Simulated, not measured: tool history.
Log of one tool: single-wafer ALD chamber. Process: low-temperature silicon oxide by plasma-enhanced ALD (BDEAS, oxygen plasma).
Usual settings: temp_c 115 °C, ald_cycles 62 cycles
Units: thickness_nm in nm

run	hour	temp_c	ald_cycles	read-back reference wafer on the same gauge, thickness_nm	thickness_nm
1	0.0	115	56	7.352	7.900
2	14.9	109	62	7.347	8.878
# hour 27.1: gauge calibrated
3	29.4	115	62	7.346	8.722
4	46.7	115	62	7.350	8.753
5	58.8	115	62	7.360	8.748
6	69.5	115	62	7.349	8.773
7	85.3	115	62	7.343	8.806
8	100.5	120	62	7.344	8.678
# hour 106.4: gauge calibrated
9	114.4	115	62	7.347	8.792
# hour 128.4: thermocouple changed; heater temperature recalibrated
10	128.9	129	52	7.350	7.105
11	138.1	115	54	7.351	7.664
12	147.9	128	53	7.350	7.290
13	155.0	115	62	7.349	8.785
14	166.9	124	74	7.357	10.267

Forecast each of these 3 alternatives for the next run:
A	167.4	115	62	?	?
B	167.4	111	62	?	?
C	167.4	124	67	?	?

run	read-back reference wafer on the same gauge, thickness_nm	thickness_nm
A	7.359	8.765
B	7.359	8.840
C	7.359	9.292
Without the tool's hidden state the same runs would have given:
run	thickness_nm
A	8.765
B	8.840
C	9.292

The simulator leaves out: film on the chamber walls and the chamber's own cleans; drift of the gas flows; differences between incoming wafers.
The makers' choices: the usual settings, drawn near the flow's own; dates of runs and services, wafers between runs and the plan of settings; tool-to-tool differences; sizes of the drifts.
